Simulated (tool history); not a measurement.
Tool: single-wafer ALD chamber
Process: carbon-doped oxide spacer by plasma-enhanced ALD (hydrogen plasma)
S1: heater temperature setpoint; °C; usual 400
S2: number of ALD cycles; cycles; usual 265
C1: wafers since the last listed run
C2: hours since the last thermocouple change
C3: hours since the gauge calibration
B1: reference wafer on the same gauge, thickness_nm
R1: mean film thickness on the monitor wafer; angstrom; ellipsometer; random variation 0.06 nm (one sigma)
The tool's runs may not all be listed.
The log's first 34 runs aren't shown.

run 35 hour=2850.8 | S1=400 S2=246 | C1=114 C2=1450.3 C3=1386.6 | B1=14.772 | R1=118.94
run 36 hour=2898.1 | S1=400 S2=299 | C1=63 C2=1497.6 C3=1433.9 | B1=14.756 | R1=144.01
run 37 hour=2971.0 | S1=412 S2=235 | C1=97 C2=1570.5 C3=1506.8 | B1=14.755 | R1=109.73
run 38 hour=3064.9 | S1=400 S2=226 | C1=126 C2=1664.4 C3=1600.7 | B1=14.709 | R1=108.13
run 39 hour=3156.0 | S1=400 S2=265 | C1=122 C2=1755.5 C3=1691.8 | B1=14.671 | R1=127.37
run 40 hour=3210.4 | S1=400 S2=265 | C1=73 C2=1809.9 C3=1746.2 | B1=14.655 | R1=126.23
run 41 hour=3298.7 | S1=400 S2=287 | C1=118 C2=1898.2 C3=1834.5 | B1=14.628 | R1=137.24
run 42 hour=3350.2 | S1=400 S2=265 | C1=69 C2=1949.7 C3=1886.0 | B1=14.623 | R1=126.37
run 43 hour=3445.7 | S1=400 S2=265 | C1=128 C2=2045.2 C3=1981.5 | B1=14.587 | R1=127.24

5 ways to go on from here, each from the tool as it stands after run 43. What would each give?
run A hour=3446.5 | S1=400 S2=285 | C1=1 C2=2046.0 C3=1982.3 | B1=? | R1=?
run B hour=3446.5 | S1=409 S2=224 | C1=1 C2=2046.0 C3=1982.3 | B1=? | R1=?
run C hour=3446.5 | S1=394 S2=248 | C1=1 C2=2046.0 C3=1982.3 | B1=? | R1=?
run D hour=3446.5 | S1=408 S2=315 | C1=1 C2=2046.0 C3=1982.3 | B1=? | R1=?
run E hour=3446.5 | S1=394 S2=313 | C1=1 C2=2046.0 C3=1982.3 | B1=? | R1=?

run=A B1=14.628 R1=135.56
run=B B1=14.628 R1=104.01
run=C B1=14.628 R1=117.96
run=D B1=14.628 R1=146.66
run=E B1=14.628 R1=148.88
Without the tool's hidden state the same runs would have given:
run=A R1=140.23
run=B R1=107.60
run=C R1=122.02
run=D R1=151.72
run=E R1=154.01

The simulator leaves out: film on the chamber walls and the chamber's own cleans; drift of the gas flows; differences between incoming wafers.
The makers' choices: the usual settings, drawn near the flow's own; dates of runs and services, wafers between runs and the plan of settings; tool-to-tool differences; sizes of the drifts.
